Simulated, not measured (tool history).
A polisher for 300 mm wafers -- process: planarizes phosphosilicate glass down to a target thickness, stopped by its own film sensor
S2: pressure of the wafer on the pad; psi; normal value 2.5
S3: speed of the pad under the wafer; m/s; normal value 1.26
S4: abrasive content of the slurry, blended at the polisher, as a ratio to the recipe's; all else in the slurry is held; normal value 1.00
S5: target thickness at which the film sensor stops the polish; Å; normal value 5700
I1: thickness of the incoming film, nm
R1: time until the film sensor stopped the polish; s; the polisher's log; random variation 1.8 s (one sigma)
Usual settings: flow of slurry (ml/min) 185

run 1 hour=0.0 | flow_of_slurry_(ml/min)=185 S2=2.5 S3=1.26 S4=1.15 S5=5700 | I1=1341.8 | R1=96.0
run 2 hour=96.9 | flow_of_slurry_(ml/min)=185 S2=2.5 S3=1.26 S4=1.15 S5=5700 | I1=1316.3 | R1=94.6
run 3 hour=146.7 | flow_of_slurry_(ml/min)=185 S2=2.5 S3=1.26 S4=1.00 S5=4870 | I1=1336.0 | R1=115.9
-- hour=266.9 slurry blender recalibrated
-- hour=295.0 slurry nozzle cleaned
run 4 hour=396.5 | flow_of_slurry_(ml/min)=150 S2=2.5 S3=1.26 S4=1.00 S5=5700 | I1=1345.1 | R1=99.9
run 5 hour=458.2 | flow_of_slurry_(ml/min)=150 S2=2.5 S3=1.26 S4=1.00 S5=5700 | I1=1347.8 | R1=101.2
-- hour=475.6 conditioning disc replaced and pad reconditioned
run 6 hour=564.3 | flow_of_slurry_(ml/min)=150 S2=2.5 S3=1.26 S4=1.00 S5=4190 | I1=1325.4 | R1=120.5
run 7 hour=618.1 | flow_of_slurry_(ml/min)=150 S2=2.5 S3=1.26 S4=1.00 S5=4190 | I1=1338.0 | R1=122.5
-- hour=641.6 worn pad replaced by a new one
run 8 hour=699.2 | flow_of_slurry_(ml/min)=185 S2=2.5 S3=1.26 S4=1.00 S5=5700 | I1=1311.6 | R1=97.8
-- hour=731.3 head pressure recalibrated
run 9 hour=798.6 | flow_of_slurry_(ml/min)=215 S2=2.5 S3=1.10 S4=1.00 S5=5700 | I1=1330.3 | R1=106.1
-- hour=859.5 slurry blender recalibrated
run 10 hour=884.7 | flow_of_slurry_(ml/min)=185 S2=3.3 S3=0.90 S4=1.15 S5=8280 | I1=1325.4 | R1=63.5
run 11 hour=964.8 | flow_of_slurry_(ml/min)=185 S2=2.5 S3=1.26 S4=1.25 S5=5000 | I1=1300.7 | R1=97.4
-- hour=1047.9 slurry nozzle cleaned
run 12 hour=1061.7 | flow_of_slurry_(ml/min)=185 S2=2.5 S3=1.26 S4=1.00 S5=5700 | I1=1321.8 | R1=92.6
-- hour=1070.6 conditioning disc replaced and pad reconditioned
run 13 hour=1153.3 | flow_of_slurry_(ml/min)=185 S2=2.5 S3=1.26 S4=1.00 S5=5700 | I1=1356.9 | R1=101.4
-- hour=1198.8 worn pad replaced by a new one, of another model than before
run 14 hour=1219.1 | flow_of_slurry_(ml/min)=185 S2=2.5 S3=1.26 S4=1.00 S5=5700 | I1=1324.0 | R1=95.6
run 15 hour=1318.7 | flow_of_slurry_(ml/min)=185 S2=2.5 S3=1.26 S4=1.00 S5=6810 | I1=1335.2 | R1=79.7
-- hour=1355.8 slurry blender recalibrated
run 16 hour=1401.3 | flow_of_slurry_(ml/min)=185 S2=2.5 S3=1.26 S4=1.00 S5=6680 | I1=1330.4 | R1=81.9
run 17 hour=1442.7 | flow_of_slurry_(ml/min)=185 S2=2.5 S3=1.26 S4=1.00 S5=5700 | I1=1328.1 | R1=96.7
run 18 hour=1482.3 | flow_of_slurry_(ml/min)=215 S2=2.9 S3=1.26 S4=0.90 S5=4060 | I1=1331.9 | R1=110.8
run 19 hour=1530.9 | flow_of_slurry_(ml/min)=185 S2=2.5 S3=1.26 S4=1.00 S5=4310 | I1=1337.4 | R1=115.6
run 20 hour=1579.1 | flow_of_slurry_(ml/min)=210 S2=2.1 S3=1.26 S4=1.00 S5=4190 | I1=1318.7 | R1=119.7
-- hour=1593.9 conditioning disc replaced and pad reconditioned
run 21 hour=1655.3 | flow_of_slurry_(ml/min)=145 S2=2.0 S3=0.98 S4=1.00 S5=7640 | I1=1318.9 | R1=91.0
-- hour=1725.4 slurry nozzle cleaned
run 22 hour=1738.8 | flow_of_slurry_(ml/min)=125 S2=3.1 S3=1.26 S4=1.00 S5=5700 | I1=1324.4 | R1=87.4
run 23 hour=1775.1 | flow_of_slurry_(ml/min)=185 S2=1.9 S3=0.88 S4=0.75 S5=4950 | I1=1330.8 | R1=164.8
-- hour=1792.3 worn pad replaced by a new one
run 24 hour=1872.3 | flow_of_slurry_(ml/min)=125 S2=2.5 S3=0.84 S4=1.25 S5=5700 | I1=1332.3 | R1=109.4
-- hour=1928.4 head pressure recalibrated
run 25 hour=1951.0 | flow_of_slurry_(ml/min)=185 S2=1.6 S3=1.44 S4=1.25 S5=7020 | I1=1327.7 | R1=81.1

Forecast each of these 4 alternatives for the next run:
run A hour=1951.4 | flow_of_slurry_(ml/min)=185 S2=2.5 S3=1.26 S4=1.00 S5=5700 | I1=1340.2 | R1=?
run B hour=1951.4 | flow_of_slurry_(ml/min)=185 S2=2.2 S3=1.42 S4=1.20 S5=4510 | I1=1340.2 | R1=?
run C hour=1951.4 | flow_of_slurry_(ml/min)=185 S2=2.5 S3=1.50 S4=1.00 S5=5700 | I1=1340.2 | R1=?
run D hour=1951.4 | flow_of_slurry_(ml/min)=145 S2=2.5 S3=1.26 S4=1.00 S5=5700 | I1=1340.2 | R1=?

run=A R1=98.2
run=B R1=104.1
run=C R1=89.7
run=D R1=100.2
Without the tool's hidden state the same runs would have given:
run=A R1=95.9
run=B R1=101.6
run=C R1=87.6
run=D R1=97.6
